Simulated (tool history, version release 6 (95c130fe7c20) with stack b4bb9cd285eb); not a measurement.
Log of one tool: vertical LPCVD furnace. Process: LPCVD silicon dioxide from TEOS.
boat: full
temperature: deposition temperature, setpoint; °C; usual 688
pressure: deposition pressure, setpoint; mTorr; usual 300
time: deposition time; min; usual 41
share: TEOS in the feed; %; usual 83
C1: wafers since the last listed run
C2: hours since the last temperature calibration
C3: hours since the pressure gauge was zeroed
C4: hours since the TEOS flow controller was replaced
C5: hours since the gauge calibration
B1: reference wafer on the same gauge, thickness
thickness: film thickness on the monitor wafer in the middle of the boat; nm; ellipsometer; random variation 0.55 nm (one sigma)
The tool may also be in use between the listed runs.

{"run": 1, "day": 0.0, "temperature": 688, "pressure": 300, "time": 41, "share": 83, "C1": 0, "C2": 3804.3, "C3": 1770.1, "C4": 4961.3, "C5": 439.5, "B1": 214.07, "thickness": 241.41}
{"day": 3.892, "done": "gauge calibrated"}
{"run": 2, "day": 4.454, "temperature": 688, "pressure": 300, "time": 41, "share": 83, "C1": 1856, "C2": 3911.2, "C3": 1877, "C4": 5068.2, "C5": 13.5, "B1": 214.1, "thickness": 239.94}
{"run": 3, "day": 5.017, "temperature": 688, "pressure": 300, "time": 41, "share": 83, "C1": 234, "C2": 3924.7, "C3": 1890.5, "C4": 5081.7, "C5": 27, "B1": 214.07, "thickness": 240.94}
{"run": 4, "day": 5.592, "temperature": 688, "pressure": 300, "time": 41, "share": 83, "C1": 239, "C2": 3938.5, "C3": 1904.3, "C4": 5095.5, "C5": 40.8, "B1": 213.79, "thickness": 241.38}
{"run": 5, "day": 7.008, "temperature": 688, "pressure": 300, "time": 41, "share": 83, "C1": 590, "C2": 3972.5, "C3": 1938.3, "C4": 5129.5, "C5": 74.8, "B1": 213.93, "thickness": 242.25}
{"run": 6, "day": 7.838, "temperature": 688, "pressure": 280, "time": 41, "share": 83, "C1": 345, "C2": 3992.4, "C3": 1958.2, "C4": 5149.4, "C5": 94.7, "B1": 214.01, "thickness": 233.04}
{"run": 7, "day": 8.392, "temperature": 688, "pressure": 280, "time": 41, "share": 83, "C1": 231, "C2": 4005.7, "C3": 1971.5, "C4": 5162.7, "C5": 108, "B1": 214.09, "thickness": 232.85}
{"run": 8, "day": 9.488, "temperature": 688, "pressure": 280, "time": 41, "share": 83, "C1": 456, "C2": 4032, "C3": 1997.8, "C4": 5189, "C5": 134.3, "B1": 213.74, "thickness": 232.72}
{"run": 9, "day": 10.646, "temperature": 688, "pressure": 300, "time": 41, "share": 83, "C1": 482, "C2": 4059.8, "C3": 2025.6, "C4": 5216.8, "C5": 162.1, "B1": 213.92, "thickness": 241.15}
{"day": 12.5, "done": "thermocouples replaced and temperature profile calibrated"}
{"run": 10, "day": 12.521, "temperature": 688, "pressure": 300, "time": 41, "share": 83, "C1": 364, "C2": 0.5, "C3": 2070.6, "C4": 5261.8, "C5": 207.1, "B1": 213.96, "thickness": 240.51}
{"run": 11, "day": 12.733, "temperature": 688, "pressure": 300, "time": 41, "share": 83, "C1": 88, "C2": 5.6, "C3": 2075.7, "C4": 5266.9, "C5": 212.2, "B1": 214.02, "thickness": 242.15}
{"run": 12, "day": 13.683, "temperature": 688, "pressure": 300, "time": 41, "share": 83, "C1": 396, "C2": 28.4, "C3": 2098.5, "C4": 5289.7, "C5": 235, "B1": 214.08, "thickness": 241.17}
{"run": 13, "day": 15.017, "temperature": 688, "pressure": 300, "time": 41, "share": 83, "C1": 555, "C2": 60.4, "C3": 2130.5, "C4": 5321.7, "C5": 267, "B1": 213.81, "thickness": 240.62}
{"run": 14, "day": 16.496, "temperature": 688, "pressure": 255, "time": 41, "share": 77, "C1": 616, "C2": 95.9, "C3": 2166, "C4": 5357.2, "C5": 302.5, "B1": 214.05, "thickness": 213.63}
{"day": 17.512, "done": "pressure gauge zeroed"}
{"run": 15, "day": 17.833, "temperature": 680, "pressure": 300, "time": 41, "share": 83, "C1": 140, "C2": 128, "C3": 7.7, "C4": 5389.3, "C5": 334.6, "B1": 213.87, "thickness": 199.9}
{"run": 16, "day": 18.508, "temperature": 688, "pressure": 300, "time": 41, "share": 83, "C1": 281, "C2": 144.2, "C3": 23.9, "C4": 5405.5, "C5": 350.8, "B1": 214.02, "thickness": 241.16}
{"run": 17, "day": 19.796, "temperature": 688, "pressure": 300, "time": 41, "share": 83, "C1": 536, "C2": 175.1, "C3": 54.8, "C4": 5436.4, "C5": 381.7, "B1": 214.05, "thickness": 240.97}
{"run": 18, "day": 20.671, "temperature": 692, "pressure": 240, "time": 26.5, "share": 87, "C1": 364, "C2": 196.1, "C3": 75.8, "C4": 5457.4, "C5": 402.7, "B1": 214.02, "thickness": 156.64}
{"run": 19, "day": 21.571, "temperature": 680, "pressure": 355, "time": 51.5, "share": 73, "C1": 375, "C2": 217.7, "C3": 97.4, "C4": 5479, "C5": 424.3, "B1": 213.88, "thickness": 256.12}
{"run": 20, "day": 22.608, "temperature": 688, "pressure": 245, "time": 46.5, "share": 78, "C1": 432, "C2": 242.6, "C3": 122.3, "C4": 5503.9, "C5": 449.2, "B1": 214.01, "thickness": 239.5}
{"run": 21, "day": 23.604, "temperature": 681, "pressure": 365, "time": 41, "share": 83, "C1": 415, "C2": 266.5, "C3": 146.2, "C4": 5527.8, "C5": 473.1, "B1": 213.93, "thickness": 225.17}
{"run": 22, "day": 24.812, "temperature": 688, "pressure": 250, "time": 41, "share": 83, "C1": 503, "C2": 295.5, "C3": 175.2, "C4": 5556.8, "C5": 502.1, "B1": 214.05, "thickness": 219.52}

Forecast run 23:
{"day": 25.358, "done": "gauge calibrated"}
{"run": 23, "day": 25.762, "temperature": 688, "pressure": 270, "time": 49.5, "share": 79, "C1": 396, "C2": 318.3, "C3": 198, "C4": 5579.6, "C5": 9.7, "B1": "?", "thickness": "?"}

{"run 23": {"B1": 214.06, "thickness": 269.63}}
Without the tool's hidden state the same run would have given thickness 269.63 nm.

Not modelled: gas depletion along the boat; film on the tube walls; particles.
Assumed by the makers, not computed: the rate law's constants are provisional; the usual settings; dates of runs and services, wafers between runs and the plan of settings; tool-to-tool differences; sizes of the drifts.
